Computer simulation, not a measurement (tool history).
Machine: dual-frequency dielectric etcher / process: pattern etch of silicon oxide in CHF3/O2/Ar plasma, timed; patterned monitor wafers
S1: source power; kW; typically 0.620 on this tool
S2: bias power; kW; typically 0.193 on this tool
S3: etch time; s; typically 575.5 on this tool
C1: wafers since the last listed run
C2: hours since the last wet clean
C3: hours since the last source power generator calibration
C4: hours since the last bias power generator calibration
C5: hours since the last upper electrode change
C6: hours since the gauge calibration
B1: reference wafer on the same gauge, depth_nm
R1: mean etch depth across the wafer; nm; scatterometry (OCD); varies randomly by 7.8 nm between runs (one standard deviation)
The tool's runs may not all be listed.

{"run": 1, "hour": 0.0, "S1": 0.62, "S2": 0.193, "S3": 656.5, "C1": 0, "C2": 471.4, "C3": 3910.5, "C4": 4310.7, "C5": 0.4, "C6": 2525.3, "B1": 1350.6, "R1": 1446.4}
{"hour": 29.8, "done": "wet clean of the chamber"}
{"run": 2, "hour": 47.5, "S1": 0.62, "S2": 0.193, "S3": 656.5, "C1": 43, "C2": 17.7, "C3": 3958.0, "C4": 4358.2, "C5": 47.9, "C6": 2572.8, "B1": 1350.2, "R1": 1374.6}
{"run": 3, "hour": 100.6, "S1": 0.62, "S2": 0.193, "S3": 644.5, "C1": 98, "C2": 70.8, "C3": 4011.1, "C4": 4411.3, "C5": 101.0, "C6": 2625.9, "B1": 1348.3, "R1": 1380.4}
{"hour": 146.7, "done": "source power generator calibrated"}
{"run": 4, "hour": 169.8, "S1": 0.62, "S2": 0.193, "S3": 644.5, "C1": 120, "C2": 140.0, "C3": 23.1, "C4": 4480.5, "C5": 170.2, "C6": 2695.1, "B1": 1349.7, "R1": 1363.0}
{"run": 5, "hour": 208.7, "S1": 0.62, "S2": 0.193, "S3": 575.5, "C1": 72, "C2": 178.9, "C3": 62.0, "C4": 4519.4, "C5": 209.1, "C6": 2734.0, "B1": 1348.2, "R1": 1231.9}
{"hour": 215.0, "done": "gauge calibrated"}
{"run": 6, "hour": 274.5, "S1": 0.62, "S2": 0.193, "S3": 575.5, "C1": 121, "C2": 244.7, "C3": 127.8, "C4": 4585.2, "C5": 274.9, "C6": 59.5, "B1": 1349.8, "R1": 1220.1}
{"run": 7, "hour": 313.8, "S1": 0.54, "S2": 0.22, "S3": 636.5, "C1": 72, "C2": 284.0, "C3": 167.1, "C4": 4624.5, "C5": 314.2, "C6": 98.8, "B1": 1350.9, "R1": 1308.0}
{"run": 8, "hour": 372.3, "S1": 0.58, "S2": 0.217, "S3": 575.5, "C1": 108, "C2": 342.5, "C3": 225.6, "C4": 4683.0, "C5": 372.7, "C6": 157.3, "B1": 1350.7, "R1": 1231.7}
{"run": 9, "hour": 421.6, "S1": 0.62, "S2": 0.172, "S3": 698.5, "C1": 91, "C2": 391.8, "C3": 274.9, "C4": 4732.3, "C5": 422.0, "C6": 206.6, "B1": 1349.7, "R1": 1464.7}
{"run": 10, "hour": 484.5, "S1": 0.78, "S2": 0.207, "S3": 474.5, "C1": 116, "C2": 454.7, "C3": 337.8, "C4": 4795.2, "C5": 484.9, "C6": 269.5, "B1": 1350.5, "R1": 1215.2}
{"run": 11, "hour": 531.0, "S1": 0.48, "S2": 0.152, "S3": 575.5, "C1": 86, "C2": 501.2, "C3": 384.3, "C4": 4841.7, "C5": 531.4, "C6": 316.0, "B1": 1349.9, "R1": 1003.4}
{"hour": 557.8, "done": "wet clean of the chamber"}
{"run": 12, "hour": 698.6, "S1": 0.56, "S2": 0.193, "S3": 466.5, "C1": 265, "C2": 140.8, "C3": 551.9, "C4": 5009.3, "C5": 699.0, "C6": 483.6, "B1": 1351.7, "R1": 939.2}
{"run": 13, "hour": 738.7, "S1": 0.49, "S2": 0.229, "S3": 527.5, "C1": 74, "C2": 180.9, "C3": 592.0, "C4": 5049.4, "C5": 739.1, "C6": 523.7, "B1": 1349.9, "R1": 1024.1}
{"run": 14, "hour": 772.9, "S1": 0.74, "S2": 0.155, "S3": 737.0, "C1": 63, "C2": 215.1, "C3": 626.2, "C4": 5083.6, "C5": 773.3, "C6": 557.9, "B1": 1350.1, "R1": 1637.6}
{"hour": 840.3, "done": "bias power generator calibrated"}
{"run": 15, "hour": 841.1, "S1": 0.62, "S2": 0.193, "S3": 575.5, "C1": 118, "C2": 283.3, "C3": 694.4, "C4": 0.8, "C5": 841.5, "C6": 626.1, "B1": 1349.5, "R1": 1240.6}
{"run": 16, "hour": 897.9, "S1": 0.62, "S2": 0.193, "S3": 632.0, "C1": 105, "C2": 340.1, "C3": 751.2, "C4": 57.6, "C5": 898.3, "C6": 682.9, "B1": 1351.2, "R1": 1369.9}
{"run": 17, "hour": 959.3, "S1": 0.71, "S2": 0.233, "S3": 654.0, "C1": 113, "C2": 401.5, "C3": 812.6, "C4": 119.0, "C5": 959.7, "C6": 744.3, "B1": 1348.8, "R1": 1639.9}
{"run": 18, "hour": 1024.9, "S1": 0.62, "S2": 0.193, "S3": 499.5, "C1": 121, "C2": 467.1, "C3": 878.2, "C4": 184.6, "C5": 1025.3, "C6": 809.9, "B1": 1349.9, "R1": 1084.0}
{"hour": 1100.6, "done": "wet clean of the chamber"}
{"run": 19, "hour": 1101.1, "S1": 0.62, "S2": 0.193, "S3": 575.5, "C1": 96, "C2": 0.5, "C3": 954.4, "C4": 260.8, "C5": 1101.5, "C6": 886.1, "B1": 1348.0, "R1": 1216.1}
{"run": 20, "hour": 1112.7, "S1": 0.62, "S2": 0.193, "S3": 683.0, "C1": 21, "C2": 12.1, "C3": 966.0, "C4": 272.4, "C5": 1113.1, "C6": 897.7, "B1": 1350.7, "R1": 1439.7}
{"run": 21, "hour": 1155.1, "S1": 0.62, "S2": 0.193, "S3": 575.5, "C1": 78, "C2": 54.5, "C3": 1008.4, "C4": 314.8, "C5": 1155.5, "C6": 940.1, "B1": 1349.3, "R1": 1217.0}
{"run": 22, "hour": 1205.4, "S1": 0.62, "S2": 0.193, "S3": 575.5, "C1": 93, "C2": 104.8, "C3": 1058.7, "C4": 365.1, "C5": 1205.8, "C6": 990.4, "B1": 1348.9, "R1": 1229.2}
{"run": 23, "hour": 1245.9, "S1": 0.62, "S2": 0.193, "S3": 575.5, "C1": 74, "C2": 145.3, "C3": 1099.2, "C4": 405.6, "C5": 1246.3, "C6": 1030.9, "B1": 1351.3, "R1": 1234.0}
{"run": 24, "hour": 1291.3, "S1": 0.62, "S2": 0.212, "S3": 735.0, "C1": 84, "C2": 190.7, "C3": 1144.6, "C4": 451.0, "C5": 1291.7, "C6": 1076.3, "B1": 1349.1, "R1": 1634.4}
{"run": 25, "hour": 1321.4, "S1": 0.53, "S2": 0.193, "S3": 575.5, "C1": 55, "C2": 220.8, "C3": 1174.7, "C4": 481.1, "C5": 1321.8, "C6": 1106.4, "B1": 1351.1, "R1": 1125.7}
{"run": 26, "hour": 1492.7, "S1": 0.71, "S2": 0.193, "S3": 575.5, "C1": 317, "C2": 392.1, "C3": 1346.0, "C4": 652.4, "C5": 1493.1, "C6": 1277.7, "B1": 1350.5, "R1": 1357.2}
{"run": 27, "hour": 1539.8, "S1": 0.54, "S2": 0.216, "S3": 415.0, "C1": 87, "C2": 439.2, "C3": 1393.1, "C4": 699.5, "C5": 1540.2, "C6": 1324.8, "B1": 1350.5, "R1": 870.8}
{"hour": 1613.6, "done": "wet clean of the chamber"}
{"run": 28, "hour": 1614.1, "S1": 0.62, "S2": 0.193, "S3": 575.5, "C1": 93, "C2": 0.5, "C3": 1467.4, "C4": 773.8, "C5": 1614.5, "C6": 1399.1, "B1": 1351.9, "R1": 1196.6}
{"run": 29, "hour": 1638.8, "S1": 0.69, "S2": 0.156, "S3": 575.5, "C1": 45, "C2": 25.2, "C3": 1492.1, "C4": 798.5, "C5": 1639.2, "C6": 1423.8, "B1": 1348.9, "R1": 1213.9}

List, for all runs, the conditions of the tool that the log does not record:
source power that arrives over what is set, %: 0 across all the runs
bias power that arrives over what is set, %: 0 across all the runs
gauge reads high (%): 0 across all the runs
H1: etch rate over this chamber's usual, %
run=1 H1=4.11
run=2 H1=0.37
run=3 H1=0.869
run=4 H1=1.52
run=5 H1=1.88
run=6 H1=2.5
run=7 H1=2.87
run=8 H1=3.42
run=9 H1=3.88
run=10 H1=4.47
run=11 H1=4.91
run=12 H1=1.64
run=13 H1=2.02
run=14 H1=2.34
run=15 H1=2.98
run=16 H1=3.52
run=17 H1=4.09
run=18 H1=4.71
run=19 H1=0.805
run=20 H1=0.914
run=21 H1=1.31
run=22 H1=1.78
run=23 H1=2.16
run=24 H1=2.59
run=25 H1=2.87
run=26 H1=4.48
run=27 H1=4.93
run=28 H1=0.329
run=29 H1=0.561
